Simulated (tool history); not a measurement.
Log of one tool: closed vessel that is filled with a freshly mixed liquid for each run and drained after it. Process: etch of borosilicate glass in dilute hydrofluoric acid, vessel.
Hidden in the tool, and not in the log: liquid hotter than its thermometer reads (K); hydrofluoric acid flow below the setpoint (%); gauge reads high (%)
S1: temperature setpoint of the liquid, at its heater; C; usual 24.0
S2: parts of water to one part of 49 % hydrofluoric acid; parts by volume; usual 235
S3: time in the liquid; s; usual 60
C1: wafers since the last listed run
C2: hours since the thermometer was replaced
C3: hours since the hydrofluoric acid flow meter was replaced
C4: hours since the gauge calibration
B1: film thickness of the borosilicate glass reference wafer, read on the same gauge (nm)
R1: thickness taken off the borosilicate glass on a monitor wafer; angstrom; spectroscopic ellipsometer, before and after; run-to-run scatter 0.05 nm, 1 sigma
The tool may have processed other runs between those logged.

run     day    S1   S2  S3    C1     C2     C3     C4      B1     R1
  1   0.000  23.0  235  70     0  433.3  187.6   40.7  129.99   67.7
  2   0.538  22.0  235  60  1574  446.2  200.5   53.6  129.99   56.5
  3   1.012  22.0  235  60  1391  457.6  211.9   65.0  129.99   56.0
  4   2.438  24.0  235  60  4173  491.8  246.1   99.2  129.98   60.4
  5   3.096  24.0  235  60  1928  507.6  261.9  115.0  129.95   60.9
  6   3.671  20.5  235  60  1684  521.4  275.7  128.8  130.07   54.0
  7   3.942  25.0  235  60   793  527.9  282.2  135.3  130.03   62.9
  8   4.400  21.5  235  60  1342  538.9  293.2  146.3  130.01   55.5
  9   5.096  24.0  235  60  2038  555.6  309.9  163.0  130.00   60.9
 10   5.721  24.0  235  60  1830  570.6  324.9  178.0  129.97   60.9
 11   6.233  24.0  235  60  1501  582.9  337.2  190.3  130.02   60.8
 12   6.825  24.0  235  60  1733  597.1  351.4  204.5  129.97   60.4
 13   7.192  24.0  235  60  1073  605.9  360.2  213.3  130.02   60.4
 14   7.508  24.0  235  60   927  613.5  367.8  220.9  129.95   60.2
 15   7.929  27.0  235  60  1232  623.6  377.9  231.0  129.95   66.9
 16   8.212  24.0  290  60   829  630.4  384.7  237.8  130.03   46.5
 17   8.667  21.0  285  45  1330  641.3  395.6  248.7  129.96   31.7
      8.746  -- hydrofluoric acid flow meter replaced
 18   9.267  28.5  305  30  1635  655.7   12.5  263.1  130.02   25.4
 19   9.588  24.0  135  60   939  663.4   20.2  270.8  130.01  119.2
 20  11.833  27.0  175  35  6578  717.3   74.1  324.7  130.02   56.4
     11.929  -- thermometer replaced
 21  12.508  28.5  305  30  1855   13.9   90.3  340.9  129.95   25.4
 22  13.225  24.0  270  60  2099   31.1  107.5  358.1  129.97   51.2
     13.375  -- gauge calibrated
 23  13.750  24.0  235  60  1537   43.7  120.1    9.0  130.03   61.4
 24  14.121  22.0  150  85  1086   52.6  129.0   17.9  129.97  137.8
 25  14.733  24.0  235  60  1794   67.3  143.7   32.6  129.99   60.8
 26  15.271  24.0  325  60  1574   80.2  156.6   45.5  130.00   40.2
 27  15.696  20.0  185  60  1244   90.4  166.8   55.7  130.00   69.4
 28  15.950  24.0  140  60   744   96.5  172.9   61.8  130.03  114.2
 29  16.204  20.0  180  75   744  102.6  179.0   67.9  129.97   89.9
 30  16.692  20.0  235  85  1427  114.3  190.7   79.6  129.98   73.2
 31  17.046  24.0  290  35  1037  122.8  199.2   88.1  130.03   27.2
 32  17.371  26.5  235  90   951  130.6  207.0   95.9  129.99  100.0
 33  17.704  24.0  330  60   976  138.6  215.0  103.9  129.93   39.7
 34  18.058  28.0  290  70  1037  147.1  223.5  112.4  130.04   62.4

Exercise: give the hidden state of the tool at every run:
liquid hotter than its thermometer reads (K): 0 in every run
hydrofluoric acid flow below the setpoint (%): 0 in every run
gauge reads high (%): 0 in every run
